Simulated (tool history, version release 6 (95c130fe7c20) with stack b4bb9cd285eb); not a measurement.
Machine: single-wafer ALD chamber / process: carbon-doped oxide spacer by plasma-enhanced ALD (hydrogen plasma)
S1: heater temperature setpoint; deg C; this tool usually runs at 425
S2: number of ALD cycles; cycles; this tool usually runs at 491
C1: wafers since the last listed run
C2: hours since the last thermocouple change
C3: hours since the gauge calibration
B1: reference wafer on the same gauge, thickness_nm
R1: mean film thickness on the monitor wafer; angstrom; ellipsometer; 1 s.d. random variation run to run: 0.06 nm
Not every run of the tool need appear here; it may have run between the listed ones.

Run 1, hour 0.0: usual settings but S1 431 deg C; C1 0; C2 2068.0; C3 127.6; B1 27.799. Result: R1 234.03 angstrom.
Run 2, hour 8.8: usual settings; C1 7; C2 2076.8; C3 136.4; B1 27.798. Result: R1 240.88 angstrom.
At hour 17.3: gauge calibrated.
Run 3, hour 20.6: usual settings but S1 420 deg C; C1 9; C2 2088.6; C3 3.3; B1 27.795. Result: R1 243.98 angstrom.
Run 4, hour 36.2: usual settings; C1 12; C2 2104.2; C3 18.9; B1 27.796. Result: R1 238.93 angstrom.
Run 5, hour 43.2: usual settings; C1 5; C2 2111.2; C3 25.9; B1 27.806. Result: R1 238.51 angstrom.
Run 6, hour 50.4: usual settings; C1 5; C2 2118.4; C3 33.1; B1 27.795. Result: R1 240.59 angstrom.
Run 7, hour 62.3: usual settings but S1 422 deg C; C1 9; C2 2130.3; C3 45.0; B1 27.799. Result: R1 243.43 angstrom.
Run 8, hour 78.6: usual settings but S1 422 deg C; C1 12; C2 2146.6; C3 61.3; B1 27.812. Result: R1 241.69 angstrom.
Run 9, hour 92.8: usual settings; C1 11; C2 2160.8; C3 75.5; B1 27.805. Result: R1 239.49 angstrom.
Run 10, hour 102.3: usual settings; C1 7; C2 2170.3; C3 85.0; B1 27.797. Result: R1 239.27 angstrom.
Run 11, hour 117.1: usual settings but S1 431 deg C; C1 11; C2 2185.1; C3 99.8; B1 27.806. Result: R1 234.68 angstrom.
Run 12, hour 134.8: usual settings; C1 14; C2 2202.8; C3 117.5; B1 27.791. Result: R1 239.92 angstrom.
Run 13, hour 144.7: usual settings but S1 413 deg C, S2 441 cycles; C1 7; C2 2212.7; C3 127.4; B1 27.798. Result: R1 224.10 angstrom.
Run 14, hour 158.1: usual settings but S1 415 deg C, S2 560 cycles; C1 10; C2 2226.1; C3 140.8; B1 27.799. Result: R1 284.02 angstrom.
At hour 166.6: thermocouple changed; heater temperature recalibrated.
Run 15, hour 172.9: usual settings but S2 538 cycles; C1 5; C2 6.3; C3 155.6; B1 27.793. Result: R1 262.44 angstrom.
At hour 173.8: gauge calibrated.
Run 16, hour 183.2: usual settings but S2 531 cycles; C1 8; C2 16.6; C3 9.4; B1 27.792. Result: R1 258.86 angstrom.
Run 17, hour 234.9: usual settings; C1 41; C2 68.3; C3 61.1; B1 27.790. Result: R1 239.57 angstrom.
Run 18, hour 247.9: usual settings but S1 418 deg C, S2 394 cycles; C1 10; C2 81.3; C3 74.1; B1 27.810. Result: R1 196.86 angstrom.
Run 19, hour 259.7: usual settings but S1 420 deg C, S2 430 cycles; C1 9; C2 93.1; C3 85.9; B1 27.797. Result: R1 213.82 angstrom.

3 options for the next run, each taken on its own from the tool as it stands now. Forecast them:
Run A, hour 260.9: usual settings; C1 0; C2 94.3; C3 87.1; B1 ?. Result: R1 ?.
Run B, hour 260.9: usual settings but S1 410 deg C, S2 537 cycles; C1 0; C2 94.3; C3 87.1; B1 ?. Result: R1 ?.
Run C, hour 260.9: usual settings but S1 411 deg C; C1 0; C2 94.3; C3 87.1; B1 ?. Result: R1 ?.

run      B1      R1
  A  27.809  238.80
  B  27.809  275.66
  C  27.809  251.16
What these runs would have given with no unlogged condition in the tool:
run      R1
  A  238.80
  B  275.66
  C  251.16

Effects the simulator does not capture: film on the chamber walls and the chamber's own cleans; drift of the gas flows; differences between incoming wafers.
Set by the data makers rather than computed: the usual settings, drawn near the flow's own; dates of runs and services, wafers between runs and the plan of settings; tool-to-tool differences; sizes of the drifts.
